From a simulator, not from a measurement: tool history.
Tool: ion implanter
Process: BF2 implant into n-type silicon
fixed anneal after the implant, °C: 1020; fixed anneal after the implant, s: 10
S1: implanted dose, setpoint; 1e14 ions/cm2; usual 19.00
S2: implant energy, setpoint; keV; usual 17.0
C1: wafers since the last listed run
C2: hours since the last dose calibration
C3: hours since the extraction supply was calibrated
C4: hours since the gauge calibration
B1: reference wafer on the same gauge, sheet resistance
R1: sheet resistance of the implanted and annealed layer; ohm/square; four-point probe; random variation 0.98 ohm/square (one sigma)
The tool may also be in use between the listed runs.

| run | hour | S1 | S2 | C1 | C2 | C3 | C4 | B1 | R1 |
|---|---|---|---|---|---|---|---|---|---|
| 1 | 0.0 | 19.00 | 17.0 | 0 | 1325.2 | 6677.9 | 363.4 | 192.60 | 181.38 |
| 2 | 32.9 | 19.00 | 17.0 | 648 | 1358.1 | 6710.8 | 396.3 | 192.41 | 179.40 |
| 3 | 62.1 | 21.22 | 17.0 | 575 | 1387.3 | 6740.0 | 425.5 | 192.25 | 177.66 |
| 4 | 75.2 | 21.22 | 17.0 | 258 | 1400.4 | 6753.1 | 438.6 | 191.84 | 177.95 |
| 5 | 107.0 | 21.22 | 17.0 | 627 | 1432.2 | 6784.9 | 470.4 | 191.90 | 177.71 |
| 6 | 125.2 | 19.00 | 17.0 | 358 | 1450.4 | 6803.1 | 488.6 | 191.72 | 179.76 |
| 7 | 172.9 | 19.00 | 17.0 | 940 | 1498.1 | 6850.8 | 536.3 | 191.45 | 180.11 |
| 8 | 202.1 | 19.00 | 17.0 | 575 | 1527.3 | 6880.0 | 565.5 | 191.38 | 179.09 |
| 9 | 237.0 | 23.40 | 17.0 | 688 | 1562.2 | 6914.9 | 600.4 | 191.10 | 175.21 |
| 10 | 259.7 | 22.82 | 17.0 | 447 | 1584.9 | 6937.6 | 623.1 | 191.51 | 175.97 |
| 11 | 292.4 | 17.22 | 17.0 | 644 | 1617.6 | 6970.3 | 655.8 | 191.10 | 181.10 |
| 12 | 305.4 | 19.00 | 14.0 | 256 | 1630.6 | 6983.3 | 668.8 | 191.10 | 193.33 |
|  | 324.2 | extraction supply calibrated |
| 13 | 339.4 | 19.00 | 14.0 | 512 | 1664.6 | 15.2 | 702.8 | 190.58 | 193.78 |
| 14 | 360.3 | 19.00 | 14.0 | 412 | 1685.5 | 36.1 | 723.7 | 190.60 | 194.78 |
| 15 | 381.1 | 19.00 | 17.0 | 410 | 1706.3 | 56.9 | 744.5 | 190.51 | 177.94 |
| 16 | 411.5 | 19.00 | 17.0 | 599 | 1736.7 | 87.3 | 774.9 | 190.66 | 178.71 |
|  | 453.4 | Faraday cup replaced and dose calibrated |
| 17 | 453.9 | 19.00 | 17.0 | 678 | 0.5 | 129.7 | 817.3 | 190.87 | 179.99 |
| 18 | 468.1 | 20.29 | 13.5 | 280 | 14.7 | 143.9 | 831.5 | 190.16 | 196.42 |
| 19 | 482.8 | 20.29 | 13.5 | 289 | 29.4 | 158.6 | 846.2 | 190.21 | 196.51 |
| 20 | 525.7 | 15.34 | 21.0 | 846 | 72.3 | 201.5 | 889.1 | 190.15 | 165.44 |
|  | 528.3 | gauge calibrated |
| 21 | 551.2 | 19.00 | 14.0 | 502 | 97.8 | 227.0 | 22.9 | 198.49 | 203.35 |
| 22 | 563.6 | 16.69 | 21.5 | 244 | 110.2 | 239.4 | 35.3 | 198.15 | 167.91 |
| 23 | 592.0 | 21.29 | 17.0 | 560 | 138.6 | 267.8 | 63.7 | 197.91 | 182.44 |
| 24 | 618.3 | 19.00 | 17.0 | 518 | 164.9 | 294.1 | 90.0 | 197.35 | 184.17 |
| 25 | 650.7 | 24.16 | 17.0 | 639 | 197.3 | 326.5 | 122.4 | 196.45 | 178.26 |
| 26 | 665.5 | 14.61 | 13.0 | 291 | 212.1 | 341.3 | 137.2 | 196.17 | 213.59 |
| 27 | 693.1 | 19.00 | 17.0 | 544 | 239.7 | 368.9 | 164.8 | 195.80 | 182.19 |
| 28 | 768.7 | 19.00 | 17.0 | 1491 | 315.3 | 444.5 | 240.4 | 195.01 | 183.58 |
| 29 | 794.1 | 19.00 | 17.0 | 500 | 340.7 | 469.9 | 265.8 | 194.46 | 183.99 |
| 30 | 806.4 | 23.37 | 17.0 | 242 | 353.0 | 482.2 | 278.1 | 194.28 | 177.92 |
| 31 | 826.3 | 15.58 | 17.0 | 392 | 372.9 | 502.1 | 298.0 | 194.22 | 186.11 |
| 32 | 840.7 | 23.15 | 20.5 | 284 | 387.3 | 516.5 | 312.4 | 194.10 | 162.49 |
| 33 | 853.0 | 23.50 | 23.0 | 242 | 399.6 | 528.8 | 324.7 | 194.05 | 153.74 |
| 34 | 886.5 | 13.42 | 22.0 | 660 | 433.1 | 562.3 | 358.2 | 193.65 | 168.89 |
| 35 | 916.9 | 16.17 | 19.0 | 599 | 463.5 | 592.7 | 388.6 | 193.18 | 175.08 |
| 36 | 945.9 | 15.69 | 20.5 | 571 | 492.5 | 621.7 | 417.6 | 192.88 | 170.81 |
| 37 | 972.5 | 19.00 | 17.0 | 524 | 519.1 | 648.3 | 444.2 | 192.88 | 180.30 |
| 38 | 1001.9 | 19.00 | 17.0 | 579 | 548.5 | 677.7 | 473.6 | 192.88 | 179.11 |

How the hidden state differs across the entries between the runs, from the last listed run before each to the first after it:
Between runs 12 and 13: extraction supply calibrated (hour 324.2)
  gauge reads high (%): -3.58 -> -3.64
  measured less the result without the state, R1: -7.19 -> -7.33 ohm/square
Between runs 16 and 17: Faraday cup replaced and dose calibrated (hour 453.4)
  gauge reads high (%): -3.75 -> -3.81
  measured less the result without the state, R1: -6.97 -> -7.12 ohm/square
Between runs 20 and 21: gauge calibrated (hour 528.3)
  gauge reads high (%): -3.88 -> 0.307
  measured less the result without the state, R1: -6.68 -> +0.62 ohm/square

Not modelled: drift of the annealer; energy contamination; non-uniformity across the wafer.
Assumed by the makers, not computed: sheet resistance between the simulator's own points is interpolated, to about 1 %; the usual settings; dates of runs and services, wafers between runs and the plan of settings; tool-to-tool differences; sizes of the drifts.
